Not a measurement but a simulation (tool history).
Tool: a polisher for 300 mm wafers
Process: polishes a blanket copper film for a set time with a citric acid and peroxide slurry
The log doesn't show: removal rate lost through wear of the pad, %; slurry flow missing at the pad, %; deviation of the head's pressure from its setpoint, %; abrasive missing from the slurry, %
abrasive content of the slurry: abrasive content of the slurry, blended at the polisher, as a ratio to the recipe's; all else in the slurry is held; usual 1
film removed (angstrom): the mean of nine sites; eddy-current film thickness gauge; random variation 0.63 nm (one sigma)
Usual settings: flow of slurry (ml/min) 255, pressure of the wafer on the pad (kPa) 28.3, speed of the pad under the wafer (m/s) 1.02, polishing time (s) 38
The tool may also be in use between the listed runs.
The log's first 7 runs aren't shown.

run	hour	flow of slurry (ml/min)	pressure of the wafer on the pad (kPa)	speed of the pad under the wafer (m/s)	abrasive content of the slurry	polishing time (s)	wafers since the last listed run	wafers polished on this pad	hours since the slurry nozzle was cleaned	hours since the head pressure was calibrated	hours since the slurry blender was calibrated	incoming thickness of the incoming film, nm	film removed (angstrom)
8	101.3	255	28.3	1.3	1	38	83	853	528.7	676.9	302.1	986.4	1341
# hour 107.3: head pressure recalibrated
# hour 109.6: slurry nozzle cleaned
# hour 113.4: slurry blender recalibrated
9	118.5	255	28.3	1.02	1	46	70	923	8.9	11.2	5.1	991	1228
10	126.6	255	28.3	1.02	1	46	46	970	17	19.3	13.2	985.3	1232
11	139.8	255	28.3	1.02	1	46	76	1047	30.2	32.5	26.4	979.2	1239
12	153.5	255	28.3	1.02	1	38	79	1126	43.9	46.2	40.1	983.3	1019
13	168.5	255	28.3	1.02	1	38	86	1213	58.9	61.2	55.1	998.1	1014
14	176.4	255	28.3	1.02	1	38	45	1259	66.8	69.1	63	997.2	1017
# hour 185.7: worn pad replaced by a new one
15	186.2	255	19.3	1.02	1.25	38	33	2	76.6	78.9	72.8	1000	718
16	198.9	315	28.3	0.88	1.1	46	73	76	89.3	91.6	85.5	992.1	1089
17	216.8	255	28.3	1.02	0.8	38	103	180	107.2	109.5	103.4	992.8	968

The next listed run, before its measurement:
18	224	295	28.3	1.02	1	38	41	221	114.4	116.7	110.6	984.2	?

Run 18 gave film removed (angstrom) 1018.
Without the tool's hidden state the same run would have given film removed (angstrom) 1035.
